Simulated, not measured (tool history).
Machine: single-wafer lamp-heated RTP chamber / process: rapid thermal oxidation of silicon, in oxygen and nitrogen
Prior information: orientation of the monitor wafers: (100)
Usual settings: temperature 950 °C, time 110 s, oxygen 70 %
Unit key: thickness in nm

run,hour,temperature,time,oxygen,"read-back reference wafer on the same gauge, thickness",thickness
1,0,950,110,70,4.318,4.607
2,16.8,950,110,70,4.323,4.647
3,26.2,950,110,70,4.318,4.651
4,32.9,950,110,70,4.319,4.631
5,48.4,950,110,70,4.318,4.652
6,58.1,950,110,70,4.321,4.646
7,71,950,110,81,4.319,4.883
8,88.4,950,110,81,4.321,4.877
9,100.7,950,94,70,4.316,4.37
10,111,950,110,70,4.319,4.644
# hour 125.2: pyrometer window cleaned and pyrometer calibrated
# hour 128.1: oxygen flow controller replaced
11,128.6,950,110,70,4.319,4.711
# hour 130.5: gauge calibrated
12,131.4,950,110,85,4.319,5.028
13,142.8,950,110,85,4.321,5.065
# hour 196.4: pyrometer window cleaned and pyrometer calibrated, repeated, since the last time left the tool worse
14,196.9,967,157,88,4.325,6.534
15,202.5,924,131,70,4.317,4.051
16,218,941,79,56,4.319,3.515
17,231.9,950,110,70,4.32,4.572
18,240.9,950,110,70,4.319,4.577
19,248.8,969,84,62,4.316,4.515
20,256.4,942,156,81,4.32,5.28
21,270.1,950,110,70,4.322,4.588
22,285.4,950,137,80,4.321,5.304
23,296.4,950,110,70,4.323,4.623
# hour 296.5: gauge calibrated
24,308.3,971,138,70,4.318,5.979
25,314.3,971,56,89,4.317,4.376
26,329.7,942,156,81,4.323,5.324
27,338.4,950,110,70,4.322,4.626

For some of the steps in thickness from one run to the next: how much would appear even if the tool had no hidden state, given the settings, what came in and random variation, and how much remains for the hidden state plus any gauge scatter that the measured result and the result without hidden state don't share?
What the log doesn't record here: true wafer temperature minus pyrometer reading, K; deviation of the oxygen flow from its setpoint, %; gauge reads high (%).
Run 10 -> 11: pyrometer window cleaned and pyrometer calibrated, oxygen flow controller replaced. thickness +0.067 nm: hidden state +0.068, all else -0.001.
Run 13 -> 14: temperature 950 -> 967, time 110 -> 157, oxygen 85 -> 88, pyrometer window cleaned and pyrometer calibrated, repeated, since the last time left the tool worse. thickness +1.469 nm: hidden state -0.227, all else +1.696.
Run 14 -> 15: temperature 967 -> 924, time 157 -> 131, oxygen 88 -> 70. thickness -2.483 nm: hidden state +0.005, all else -2.488.
Run 24 -> 25: time 138 -> 56, oxygen 70 -> 89. thickness -1.603 nm: hidden state -0.036, all else -1.567.
